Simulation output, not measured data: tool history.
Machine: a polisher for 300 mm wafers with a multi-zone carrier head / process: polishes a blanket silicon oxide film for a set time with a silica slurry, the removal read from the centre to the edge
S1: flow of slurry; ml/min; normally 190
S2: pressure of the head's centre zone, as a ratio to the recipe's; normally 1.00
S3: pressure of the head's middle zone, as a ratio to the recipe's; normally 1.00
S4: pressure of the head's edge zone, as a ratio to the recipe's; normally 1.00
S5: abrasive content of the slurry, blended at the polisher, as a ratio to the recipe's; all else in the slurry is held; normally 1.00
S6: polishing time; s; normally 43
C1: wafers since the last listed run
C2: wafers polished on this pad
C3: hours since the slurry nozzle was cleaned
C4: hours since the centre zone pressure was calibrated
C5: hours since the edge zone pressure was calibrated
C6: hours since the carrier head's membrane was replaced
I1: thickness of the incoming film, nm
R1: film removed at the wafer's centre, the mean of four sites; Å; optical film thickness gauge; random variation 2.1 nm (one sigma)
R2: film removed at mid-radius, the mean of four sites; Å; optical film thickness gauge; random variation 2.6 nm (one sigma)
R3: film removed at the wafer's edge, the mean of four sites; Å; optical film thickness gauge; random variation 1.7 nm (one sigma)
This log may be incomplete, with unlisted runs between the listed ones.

{"run": 1, "hour": 0.0, "S1": 190, "S2": 1.0, "S3": 1.0, "S4": 1.0, "S5": 1.0, "S6": 43, "C1": 0, "C2": 32, "C3": 371.9, "C4": 286.0, "C5": 489.9, "C6": 1284.7, "I1": 1646.3, "R1": 1923, "R2": 1788, "R3": 1800}
{"run": 2, "hour": 35.5, "S1": 190, "S2": 1.0, "S3": 1.0, "S4": 1.0, "S5": 1.0, "S6": 43, "C1": 568, "C2": 601, "C3": 407.4, "C4": 321.5, "C5": 525.4, "C6": 1320.2, "I1": 1651.5, "R1": 1899, "R2": 1781, "R3": 1807}
{"run": 3, "hour": 48.4, "S1": 190, "S2": 1.0, "S3": 1.0, "S4": 1.0, "S5": 1.0, "S6": 43, "C1": 206, "C2": 808, "C3": 420.3, "C4": 334.4, "C5": 538.3, "C6": 1333.1, "I1": 1655.2, "R1": 1905, "R2": 1764, "R3": 1768}
{"run": 4, "hour": 74.9, "S1": 190, "S2": 1.0, "S3": 1.0, "S4": 1.0, "S5": 1.0, "S6": 43, "C1": 424, "C2": 1232, "C3": 446.8, "C4": 360.9, "C5": 564.8, "C6": 1359.6, "I1": 1650.9, "R1": 1955, "R2": 1784, "R3": 1799}
{"run": 5, "hour": 110.3, "S1": 190, "S2": 1.0, "S3": 1.0, "S4": 1.0, "S5": 1.0, "S6": 43, "C1": 567, "C2": 1799, "C3": 482.2, "C4": 396.3, "C5": 600.2, "C6": 1395.0, "I1": 1668.6, "R1": 1908, "R2": 1798, "R3": 1822}
{"hour": 131.7, "done": "worn pad replaced by a new one"}
{"hour": 133.8, "done": "slurry nozzle cleaned"}
{"run": 6, "hour": 134.3, "S1": 190, "S2": 1.0, "S3": 1.0, "S4": 1.0, "S5": 1.0, "S6": 53, "C1": 304, "C2": 24, "C3": 0.5, "C4": 420.3, "C5": 624.2, "C6": 1419.0, "I1": 1642.1, "R1": 2428, "R2": 2241, "R3": 2217}
{"run": 7, "hour": 152.0, "S1": 190, "S2": 1.0, "S3": 1.0, "S4": 1.0, "S5": 1.0, "S6": 53, "C1": 283, "C2": 308, "C3": 18.2, "C4": 438.0, "C5": 641.9, "C6": 1436.7, "I1": 1650.3, "R1": 2421, "R2": 2251, "R3": 2227}
{"run": 8, "hour": 170.3, "S1": 190, "S2": 1.0, "S3": 1.0, "S4": 1.0, "S5": 1.0, "S6": 43, "C1": 293, "C2": 601, "C3": 36.5, "C4": 456.3, "C5": 660.2, "C6": 1455.0, "I1": 1666.0, "R1": 1982, "R2": 1829, "R3": 1826}
{"hour": 189.0, "done": "centre zone pressure recalibrated"}
{"run": 9, "hour": 199.6, "S1": 235, "S2": 1.0, "S3": 1.0, "S4": 0.95, "S5": 0.7, "S6": 43, "C1": 437, "C2": 1038, "C3": 65.8, "C4": 10.6, "C5": 689.5, "C6": 1484.3, "I1": 1642.1, "R1": 1288, "R2": 1279, "R3": 1242}
{"run": 10, "hour": 215.7, "S1": 255, "S2": 1.0, "S3": 1.0, "S4": 1.0, "S5": 1.0, "S6": 54, "C1": 257, "C2": 1296, "C3": 81.9, "C4": 26.7, "C5": 705.6, "C6": 1500.4, "I1": 1652.9, "R1": 2393, "R2": 2380, "R3": 2341}
{"run": 11, "hour": 250.3, "S1": 170, "S2": 1.07, "S3": 1.0, "S4": 1.0, "S5": 1.15, "S6": 43, "C1": 554, "C2": 1851, "C3": 116.5, "C4": 61.3, "C5": 740.2, "C6": 1535.0, "I1": 1606.7, "R1": 2102, "R2": 1952, "R3": 1958}
{"hour": 273.6, "done": "worn pad replaced by a new one"}
{"run": 12, "hour": 274.1, "S1": 190, "S2": 1.0, "S3": 1.0, "S4": 1.0, "S5": 1.0, "S6": 53, "C1": 317, "C2": 8, "C3": 140.3, "C4": 85.1, "C5": 764.0, "C6": 1558.8, "I1": 1652.6, "R1": 2233, "R2": 2223, "R3": 2228}
{"hour": 285.4, "done": "edge zone pressure recalibrated"}
{"run": 13, "hour": 306.5, "S1": 190, "S2": 0.93, "S3": 0.96, "S4": 1.0, "S5": 1.0, "S6": 30, "C1": 486, "C2": 495, "C3": 172.7, "C4": 117.5, "C5": 21.1, "C6": 1591.2, "I1": 1647.7, "R1": 1184, "R2": 1244, "R3": 1259}
{"run": 14, "hour": 326.4, "S1": 190, "S2": 1.0, "S3": 1.0, "S4": 1.0, "S5": 1.0, "S6": 43, "C1": 318, "C2": 813, "C3": 192.6, "C4": 137.4, "C5": 41.0, "C6": 1611.1, "I1": 1623.2, "R1": 1833, "R2": 1816, "R3": 1795}
{"hour": 334.7, "done": "carrier head's membrane replaced by a new one"}
{"run": 15, "hour": 342.2, "S1": 190, "S2": 1.0, "S3": 1.0, "S4": 1.05, "S5": 1.0, "S6": 43, "C1": 173, "C2": 986, "C3": 208.4, "C4": 153.2, "C5": 56.8, "C6": 7.5, "I1": 1636.5, "R1": 1848, "R2": 1835, "R3": 1841}
{"run": 16, "hour": 377.8, "S1": 190, "S2": 1.0, "S3": 1.0, "S4": 1.0, "S5": 1.0, "S6": 53, "C1": 570, "C2": 1557, "C3": 244.0, "C4": 188.8, "C5": 92.4, "C6": 43.1, "I1": 1627.6, "R1": 2287, "R2": 2216, "R3": 2247}
{"hour": 410.9, "done": "worn pad replaced by a new one"}
{"run": 17, "hour": 411.4, "S1": 190, "S2": 1.0, "S3": 1.12, "S4": 1.0, "S5": 1.0, "S6": 43, "C1": 474, "C2": 7, "C3": 277.6, "C4": 222.4, "C5": 126.0, "C6": 76.7, "I1": 1633.9, "R1": 1856, "R2": 1983, "R3": 1810}
{"run": 18, "hour": 424.6, "S1": 190, "S2": 1.04, "S3": 1.09, "S4": 0.91, "S5": 1.2, "S6": 43, "C1": 211, "C2": 219, "C3": 290.8, "C4": 235.6, "C5": 139.2, "C6": 89.9, "I1": 1634.5, "R1": 2182, "R2": 2162, "R3": 1929}
{"run": 19, "hour": 448.5, "S1": 190, "S2": 1.0, "S3": 1.0, "S4": 1.0, "S5": 1.0, "S6": 43, "C1": 382, "C2": 602, "C3": 314.7, "C4": 259.5, "C5": 163.1, "C6": 113.8, "I1": 1634.9, "R1": 1818, "R2": 1876, "R3": 1782}
{"run": 20, "hour": 466.7, "S1": 165, "S2": 1.0, "S3": 0.96, "S4": 1.0, "S5": 1.0, "S6": 43, "C1": 291, "C2": 893, "C3": 332.9, "C4": 277.7, "C5": 181.3, "C6": 132.0, "I1": 1647.9, "R1": 1804, "R2": 1741, "R3": 1771}
{"run": 21, "hour": 483.1, "S1": 190, "S2": 1.0, "S3": 1.0, "S4": 1.0, "S5": 1.0, "S6": 43, "C1": 262, "C2": 1156, "C3": 349.3, "C4": 294.1, "C5": 197.7, "C6": 148.4, "I1": 1625.2, "R1": 1879, "R2": 1788, "R3": 1790}
{"run": 22, "hour": 516.7, "S1": 155, "S2": 1.0, "S3": 1.0, "S4": 1.0, "S5": 1.0, "S6": 38, "C1": 538, "C2": 1694, "C3": 382.9, "C4": 327.7, "C5": 231.3, "C6": 182.0, "I1": 1632.7, "R1": 1619, "R2": 1522, "R3": 1540}

Alternative continuations, all from the tool just after run 22; predict every row:
{"run": "A", "hour": 517.1, "S1": 190, "S2": 1.0, "S3": 1.0, "S4": 1.0, "S5": 1.0, "S6": 43, "C1": 6, "C2": 1701, "C3": 383.3, "C4": 328.1, "C5": 231.7, "C6": 182.4, "I1": 1616.4, "R1": "?", "R2": "?", "R3": "?"}
{"run": "B", "hour": 517.1, "S1": 190, "S2": 1.0, "S3": 1.0, "S4": 1.0, "S5": 0.85, "S6": 43, "C1": 6, "C2": 1701, "C3": 383.3, "C4": 328.1, "C5": 231.7, "C6": 182.4, "I1": 1616.4, "R1": "?", "R2": "?", "R3": "?"}
{"run": "C", "hour": 517.1, "S1": 190, "S2": 1.0, "S3": 1.09, "S4": 1.0, "S5": 0.75, "S6": 35, "C1": 6, "C2": 1701, "C3": 383.3, "C4": 328.1, "C5": 231.7, "C6": 182.4, "I1": 1616.4, "R1": "?", "R2": "?", "R3": "?"}

run=A R1=1844 R2=1773 R3=1783
run=B R1=1604 R2=1541 R3=1550
run=C R1=1137 R2=1173 R3=1097
With the hidden condition removed and each run's random variation left untouched, the same runs would have given:
run=A R1=1783 R2=1773 R3=1783
run=B R1=1550 R2=1542 R3=1550
run=C R1=1100 R2=1173 R3=1097
